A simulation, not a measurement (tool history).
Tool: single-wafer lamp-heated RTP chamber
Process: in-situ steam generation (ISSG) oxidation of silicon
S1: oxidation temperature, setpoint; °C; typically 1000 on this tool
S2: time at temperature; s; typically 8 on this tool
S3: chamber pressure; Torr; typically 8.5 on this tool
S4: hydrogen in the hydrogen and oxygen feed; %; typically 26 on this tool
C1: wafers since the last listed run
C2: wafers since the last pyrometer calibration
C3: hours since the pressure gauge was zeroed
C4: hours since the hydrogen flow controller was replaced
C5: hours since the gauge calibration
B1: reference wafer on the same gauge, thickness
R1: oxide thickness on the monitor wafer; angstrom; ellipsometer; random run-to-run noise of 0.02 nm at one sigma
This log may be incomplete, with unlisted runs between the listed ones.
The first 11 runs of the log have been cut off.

-- hour=542.9 pyrometer window cleaned and pyrometer calibrated
run 12 hour=543.4 | S1=1000 S2=8 S3=7.8 S4=26 | C1=663 C2=5 C3=147.2 C4=7633.5 C5=351.2 | B1=3.429 | R1=40.02
run 13 hour=577.9 | S1=981 S2=8 S3=7.5 S4=26 | C1=401 C2=406 C3=181.7 C4=7668 C5=385.7 | B1=3.427 | R1=38.28
run 14 hour=614.7 | S1=990 S2=8 S3=7 S4=20 | C1=427 C2=834 C3=218.5 C4=7704.8 C5=422.5 | B1=3.43 | R1=36.08
run 15 hour=659 | S1=992 S2=5 S3=7.1 S4=23 | C1=514 C2=1349 C3=262.8 C4=7749.1 C5=466.8 | B1=3.438 | R1=31.08
run 16 hour=685 | S1=1000 S2=8 S3=8.5 S4=26 | C1=302 C2=1651 C3=288.8 C4=7775.1 C5=492.8 | B1=3.433 | R1=39.74
run 17 hour=724.6 | S1=1000 S2=8 S3=7.6 S4=32 | C1=460 C2=2111 C3=328.4 C4=7814.7 C5=532.4 | B1=3.431 | R1=42.92
run 18 hour=785.6 | S1=1000 S2=8 S3=8.5 S4=26 | C1=709 C2=2820 C3=389.4 C4=7875.7 C5=593.4 | B1=3.429 | R1=40.19
run 19 hour=827.5 | S1=1013 S2=8 S3=7.4 S4=32 | C1=487 C2=3307 C3=431.3 C4=7917.6 C5=635.3 | B1=3.43 | R1=45.22
-- hour=842.3 hydrogen flow controller replaced
run 20 hour=857.3 | S1=1000 S2=8 S3=8.5 S4=26 | C1=253 C2=3561 C3=461.1 C4=15 C5=665.1 | B1=3.427 | R1=40.15
run 21 hour=918.9 | S1=1000 S2=8 S3=7.4 S4=32 | C1=716 C2=4277 C3=522.7 C4=76.6 C5=726.7 | B1=3.425 | R1=43.33
run 22 hour=961.4 | S1=1017 S2=8 S3=8.5 S4=16 | C1=494 C2=4771 C3=565.2 C4=119.1 C5=769.2 | B1=3.433 | R1=38.17
run 23 hour=1009.4 | S1=1005 S2=7 S3=8.5 S4=32 | C1=557 C2=5329 C3=613.2 C4=167.1 C5=817.2 | B1=3.43 | R1=42.15
-- hour=1019 pyrometer window cleaned and pyrometer calibrated
run 24 hour=1045.6 | S1=991 S2=8 S3=9.8 S4=26 | C1=327 C2=309 C3=649.4 C4=203.3 C5=853.4 | B1=3.432 | R1=37.7
run 25 hour=1101.4 | S1=1013 S2=10 S3=9.1 S4=32 | C1=648 C2=958 C3=705.2 C4=259.1 C5=909.2 | B1=3.431 | R1=47.08
run 26 hour=1167.5 | S1=982 S2=9 S3=9.2 S4=29 | C1=768 C2=1726 C3=771.3 C4=325.2 C5=975.3 | B1=3.434 | R1=40.67
run 27 hour=1226.9 | S1=1017 S2=8 S3=9.9 S4=23 | C1=690 C2=2416 C3=830.7 C4=384.6 C5=1034.7 | B1=3.426 | R1=40.09
run 28 hour=1281.7 | S1=986 S2=9 S3=7.7 S4=32 | C1=637 C2=3053 C3=885.5 C4=439.4 C5=1089.5 | B1=3.429 | R1=43.31
run 29 hour=1345.8 | S1=1017 S2=8 S3=8.5 S4=26 | C1=745 C2=3798 C3=949.6 C4=503.5 C5=1153.6 | B1=3.425 | R1=42.89
run 30 hour=1401.8 | S1=1000 S2=8 S3=8.5 S4=26 | C1=650 C2=4449 C3=1005.6 C4=559.5 C5=1209.6 | B1=3.432 | R1=40.46

Consider 5 possible next runs. They are alternatives, not a sequence: every one starts from the tool as it was left by run 30. What does each give?
run A hour=1402.2 | S1=986 S2=8 S3=8.5 S4=26 | C1=4 C2=4454 C3=1006 C4=559.9 C5=1210 | B1=? | R1=?
run B hour=1402.2 | S1=1000 S2=8 S3=9.3 S4=32 | C1=4 C2=4454 C3=1006 C4=559.9 C5=1210 | B1=? | R1=?
run C hour=1402.2 | S1=1000 S2=11 S3=8.5 S4=17 | C1=4 C2=4454 C3=1006 C4=559.9 C5=1210 | B1=? | R1=?
run D hour=1402.2 | S1=1000 S2=9 S3=9.9 S4=17 | C1=4 C2=4454 C3=1006 C4=559.9 C5=1210 | B1=? | R1=?
run E hour=1402.2 | S1=1000 S2=8 S3=8.1 S4=26 | C1=4 C2=4454 C3=1006 C4=559.9 C5=1210 | B1=? | R1=?

run=A B1=3.431 R1=39.22
run=B B1=3.431 R1=42.7
run=C B1=3.431 R1=42.03
run=D B1=3.431 R1=37.82
run=E B1=3.431 R1=41.04
Had the tool no hidden state, the same runs would have come out as:
run=A R1=38.27
run=B R1=41.55
run=C R1=40.74
run=D R1=36.75
run=E R1=39.94
